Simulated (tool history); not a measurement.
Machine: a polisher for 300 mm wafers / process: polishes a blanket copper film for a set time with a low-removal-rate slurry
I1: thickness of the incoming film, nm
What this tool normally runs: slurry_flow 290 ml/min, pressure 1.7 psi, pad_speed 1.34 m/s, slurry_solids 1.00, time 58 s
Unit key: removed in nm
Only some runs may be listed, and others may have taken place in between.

{"run": 1, "hour": 0.0, "slurry_flow": 290, "pressure": 1.7, "pad_speed": 1.34, "slurry_solids": 1.0, "time": 58, "I1": 872.0, "removed": 129.6}
{"hour": 14.5, "done": "head pressure recalibrated"}
{"run": 2, "hour": 16.6, "slurry_flow": 290, "pressure": 1.7, "pad_speed": 1.34, "slurry_solids": 1.0, "time": 58, "I1": 869.8, "removed": 130.1}
{"hour": 25.9, "done": "slurry blender recalibrated"}
{"run": 3, "hour": 43.2, "slurry_flow": 310, "pressure": 1.7, "pad_speed": 1.34, "slurry_solids": 1.0, "time": 58, "I1": 885.0, "removed": 133.6}
{"run": 4, "hour": 78.3, "slurry_flow": 310, "pressure": 1.7, "pad_speed": 1.34, "slurry_solids": 1.0, "time": 58, "I1": 873.0, "removed": 131.9}
{"hour": 87.8, "done": "worn pad replaced by a new one"}
{"run": 5, "hour": 96.7, "slurry_flow": 340, "pressure": 1.5, "pad_speed": 1.34, "slurry_solids": 1.0, "time": 58, "I1": 866.8, "removed": 131.7}
{"run": 6, "hour": 125.4, "slurry_flow": 340, "pressure": 1.5, "pad_speed": 1.34, "slurry_solids": 1.0, "time": 58, "I1": 878.5, "removed": 128.4}
{"run": 7, "hour": 149.0, "slurry_flow": 260, "pressure": 1.7, "pad_speed": 1.34, "slurry_solids": 1.0, "time": 58, "I1": 877.4, "removed": 136.5}
{"hour": 166.4, "done": "slurry nozzle cleaned"}
{"run": 8, "hour": 180.1, "slurry_flow": 260, "pressure": 1.7, "pad_speed": 1.34, "slurry_solids": 1.0, "time": 58, "I1": 875.6, "removed": 134.1}
{"run": 9, "hour": 218.9, "slurry_flow": 290, "pressure": 1.7, "pad_speed": 1.34, "slurry_solids": 1.0, "time": 58, "I1": 877.5, "removed": 130.0}
{"run": 10, "hour": 238.6, "slurry_flow": 345, "pressure": 1.7, "pad_speed": 1.34, "slurry_solids": 1.0, "time": 58, "I1": 895.0, "removed": 131.0}
{"run": 11, "hour": 258.1, "slurry_flow": 290, "pressure": 1.7, "pad_speed": 1.34, "slurry_solids": 1.0, "time": 58, "I1": 884.7, "removed": 129.0}
{"hour": 275.4, "done": "worn pad replaced by a new one"}
{"run": 12, "hour": 275.8, "slurry_flow": 190, "pressure": 2.2, "pad_speed": 0.98, "slurry_solids": 1.0, "time": 43, "I1": 883.3, "removed": 92.6}
{"hour": 290.1, "done": "slurry blender recalibrated"}
{"run": 13, "hour": 302.3, "slurry_flow": 310, "pressure": 1.7, "pad_speed": 1.34, "slurry_solids": 1.0, "time": 58, "I1": 876.6, "removed": 142.6}
{"run": 14, "hour": 325.6, "slurry_flow": 260, "pressure": 1.7, "pad_speed": 1.34, "slurry_solids": 1.0, "time": 58, "I1": 869.3, "removed": 139.6}
{"run": 15, "hour": 361.3, "slurry_flow": 290, "pressure": 1.7, "pad_speed": 1.52, "slurry_solids": 1.0, "time": 58, "I1": 893.5, "removed": 152.6}
{"run": 16, "hour": 373.7, "slurry_flow": 320, "pressure": 1.5, "pad_speed": 1.34, "slurry_solids": 1.0, "time": 58, "I1": 861.1, "removed": 122.4}
{"run": 17, "hour": 407.3, "slurry_flow": 290, "pressure": 1.7, "pad_speed": 1.7, "slurry_solids": 1.0, "time": 58, "I1": 896.1, "removed": 169.6}
{"run": 18, "hour": 422.2, "slurry_flow": 290, "pressure": 1.2, "pad_speed": 1.46, "slurry_solids": 1.0, "time": 58, "I1": 881.3, "removed": 102.6}
{"run": 19, "hour": 436.1, "slurry_flow": 290, "pressure": 1.7, "pad_speed": 1.34, "slurry_solids": 1.0, "time": 58, "I1": 875.8, "removed": 128.4}
{"hour": 457.5, "done": "worn pad replaced by a new one"}
{"run": 20, "hour": 471.4, "slurry_flow": 290, "pressure": 1.4, "pad_speed": 1.34, "slurry_solids": 1.0, "time": 58, "I1": 885.3, "removed": 115.5}
{"run": 21, "hour": 500.8, "slurry_flow": 290, "pressure": 1.2, "pad_speed": 1.34, "slurry_solids": 0.85, "time": 69, "I1": 886.6, "removed": 110.2}
{"run": 22, "hour": 530.1, "slurry_flow": 290, "pressure": 1.7, "pad_speed": 1.34, "slurry_solids": 1.2, "time": 77, "I1": 887.1, "removed": 175.1}
{"run": 23, "hour": 556.6, "slurry_flow": 290, "pressure": 2.0, "pad_speed": 1.34, "slurry_solids": 1.0, "time": 58, "I1": 884.9, "removed": 147.4}
{"hour": 579.5, "done": "slurry blender recalibrated"}
{"run": 24, "hour": 581.1, "slurry_flow": 225, "pressure": 1.4, "pad_speed": 1.34, "slurry_solids": 1.2, "time": 58, "I1": 886.8, "removed": 110.7}
{"run": 25, "hour": 608.7, "slurry_flow": 230, "pressure": 1.7, "pad_speed": 1.66, "slurry_solids": 1.0, "time": 58, "I1": 882.6, "removed": 158.9}
{"run": 26, "hour": 634.1, "slurry_flow": 240, "pressure": 1.2, "pad_speed": 1.06, "slurry_solids": 1.0, "time": 58, "I1": 870.1, "removed": 72.3}
{"hour": 643.1, "done": "worn pad replaced by a new one"}
{"run": 27, "hour": 661.2, "slurry_flow": 290, "pressure": 1.7, "pad_speed": 1.34, "slurry_solids": 1.2, "time": 50, "I1": 882.1, "removed": 128.1}
{"hour": 676.4, "done": "slurry nozzle cleaned"}
{"run": 28, "hour": 678.0, "slurry_flow": 290, "pressure": 1.7, "pad_speed": 1.46, "slurry_solids": 0.9, "time": 46, "I1": 881.9, "removed": 121.5}
{"run": 29, "hour": 704.3, "slurry_flow": 290, "pressure": 1.5, "pad_speed": 1.34, "slurry_solids": 1.0, "time": 75, "I1": 882.0, "removed": 156.8}
{"hour": 712.1, "done": "head pressure recalibrated"}
{"run": 30, "hour": 736.7, "slurry_flow": 230, "pressure": 1.5, "pad_speed": 1.0, "slurry_solids": 1.3, "time": 58, "I1": 876.2, "removed": 90.7}

Predict each of these 4 candidate next runs independently; none follows another, all start after run 30:
{"run": "A", "hour": 737.1, "slurry_flow": 290, "pressure": 1.7, "pad_speed": 1.34, "slurry_solids": 1.0, "time": 58, "I1": 892.1, "removed": "?"}
{"run": "B", "hour": 737.1, "slurry_flow": 290, "pressure": 1.9, "pad_speed": 1.34, "slurry_solids": 1.0, "time": 58, "I1": 892.1, "removed": "?"}
{"run": "C", "hour": 737.1, "slurry_flow": 355, "pressure": 1.7, "pad_speed": 1.62, "slurry_solids": 0.7, "time": 58, "I1": 892.1, "removed": "?"}
{"run": "D", "hour": 737.1, "slurry_flow": 225, "pressure": 1.7, "pad_speed": 1.18, "slurry_solids": 0.75, "time": 58, "I1": 892.1, "removed": "?"}

run=A removed=135.2
run=B removed=150.8
run=C removed=158.6
run=D removed=111.1
Without the tool's unlogged condition, the same runs would have read:
run=A removed=151.3
run=B removed=168.7
run=C removed=177.4
run=D removed=124.3
